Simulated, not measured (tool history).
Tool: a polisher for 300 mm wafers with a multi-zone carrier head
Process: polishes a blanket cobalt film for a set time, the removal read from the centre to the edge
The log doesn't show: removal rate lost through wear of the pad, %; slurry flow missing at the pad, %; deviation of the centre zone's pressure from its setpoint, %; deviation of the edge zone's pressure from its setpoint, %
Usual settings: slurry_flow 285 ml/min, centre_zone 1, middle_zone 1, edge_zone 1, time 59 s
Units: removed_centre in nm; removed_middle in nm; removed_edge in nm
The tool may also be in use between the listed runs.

run     day  slurry_flow  centre_zone  middle_zone  edge_zone  time  wafers since the last listed run  wafers polished on this pad  hours since the slurry nozzle was cleaned  hours since the centre zone pressure was calibrated  hours since the edge zone pressure was calibrated  hours since the carrier head's membrane was replaced  incoming thickness of the incoming film, nm  removed_centre  removed_middle  removed_edge
  1       0          285            1            1          1    59                                 0                         3956                                      503.2                                                706.4                                              625.2                                                 299.5                                        940.8           145.9           138.6         139.5
      5.033  -- edge zone pressure recalibrated
      6.517  -- worn pad replaced by a new one, of another model than before
  2   6.925          285            1            1          1    59                              2228                          135                                      669.4                                                872.6                                               45.4                                                 465.7                                        946.8           149.1           138.8         138.6
      7.783  -- centre zone pressure recalibrated
     10.708  -- slurry nozzle cleaned
  3  14.908          285            1            1          1    59                              2623                         2759                                      100.8                                                  171                                                237                                                 657.3                                        958.3           144.1           141.9         143.4
     16.696  -- carrier head's membrane replaced by a new one
  4  16.892          285            1            1          1    59                               592                         3352                                      148.4                                                218.6                                              284.6                                                   4.7                                          962           145.6           139.7         139.6
  5  19.129          285            1            1          1    59                               747                         4099                                      202.1                                                272.3                                              338.3                                                  58.4                                        950.2           145.2           138.8         140.8
  6  20.988          285            1            1          1    59                               620                         4720                                      246.7                                                316.9                                              382.9                                                   103                                        948.7           146.5             140         136.5
     22.138  -- worn pad replaced by a new one
  7   22.95          340            1            1          1    59                               599                          271                                      293.8                                                  364                                                430                                                 150.1                                          958           148.9           140.2         142.7
  8  25.871          285         0.94            1          1    59                               975                         1246                                      363.9                                                434.1                                              500.1                                                 220.2                                        943.8           140.6           140.6         139.1
  9  27.488          285         0.88         0.93          1    59                               539                         1786                                      402.7                                                472.9                                              538.9                                                   259                                        951.8           139.3           131.3           139
     35.425  -- edge zone pressure recalibrated
 10  35.554          285         1.05            1       0.92    70                              2665                         4451                                      596.3                                                666.5                                                3.1                                                 452.6                                        966.8             180           165.4         163.5
     37.254  -- worn pad replaced by a new one
 11   37.45          285            1         1.06          1    59                               577                           65                                      641.8                                                  712                                               48.6                                                 498.1                                        928.8           148.6           146.7         136.4
     38.233  -- slurry nozzle cleaned
 12  39.808          355         1.07         1.07          1    75                               773                          838                                       37.8                                                768.6                                              105.2                                                 554.7                                        963.1           199.3             191         180.3
 13  42.175          350            1          0.9       0.95    70                               790                         1629                                       94.6                                                825.4                                                162                                                 611.5                                        947.4           180.3             154         164.5
 14  44.292          285            1            1       1.04    44                               706                         2335                                      145.4                                                876.2                                              212.8                                                 662.3                                        941.3             112           105.1         108.1
     45.512  -- carrier head's membrane replaced by a new one
     45.821  -- centre zone pressure recalibrated
 15  46.646          285            1            1          1    59                               688                         3024                                      201.9                                                 19.8                                              269.3                                                  27.2                                        956.6           140.2           138.3         142.6
 16  49.021          285            1         1.04       0.95    39                               793                         3817                                      258.9                                                 76.8                                              326.3                                                  84.2                                        951.9            93.7            96.3          90.2
 17  51.458          195         0.89         0.92          1    59                               813                         4631                                      317.4                                                135.3                                              384.8                                                 142.7                                        968.1           130.5           125.6           138
     52.508  -- worn pad replaced by a new one
 18  53.358          285         1.06            1          1    59                               578                          283                                        363                                                180.9                                              430.4                                                 188.3                                        944.2           149.3           138.5         139.5
 19  56.329          285            1            1          1    59                               991                         1275                                      434.3                                                252.2                                              501.7                                                 259.6                                        969.8           143.4           139.8         142.7
 20  57.854          200         1.07         0.95          1    39                               509                         1785                                      470.9                                                288.8                                              538.3                                                 296.2                                        940.8            97.2              88          89.5
 21  58.938          355            1            1          1    59                               361                         2146                                      496.9                                                314.8                                              564.3                                                 322.2                                        964.2           147.6           141.3         142.8
 22  61.592          285         1.08          0.9          1    59                               886                         3033                                      560.6                                                378.5                                                628                                                 385.9                                        952.8           152.1           126.8         140.3
 23  63.358          285            1            1          1    59                               589                         3622                                        603                                                420.9                                              670.4                                                 428.3                                          945           147.7           140.3         140.1

The tool's hidden state at each run:
removal rate lost through wear of the pad, %: 0 in every run
slurry flow missing at the pad, %: 0 in every run
deviation of the edge zone's pressure from its setpoint, %: 0 in every run
H1: deviation of the centre zone's pressure from its setpoint, %
run     H1
  1   8.84
  2    9.4
  3   5.36
  4   6.32
  5   7.25
  6   7.92
  7   8.53
  8    9.3
  9   9.65
 10   10.9
 11   11.1
 12   11.4
 13   11.5
 14   11.7
 15  0.285
 16   2.08
 17   3.62
 18   4.65
 19      6
 20   6.59
 21   6.97
 22   7.78
 23   8.25
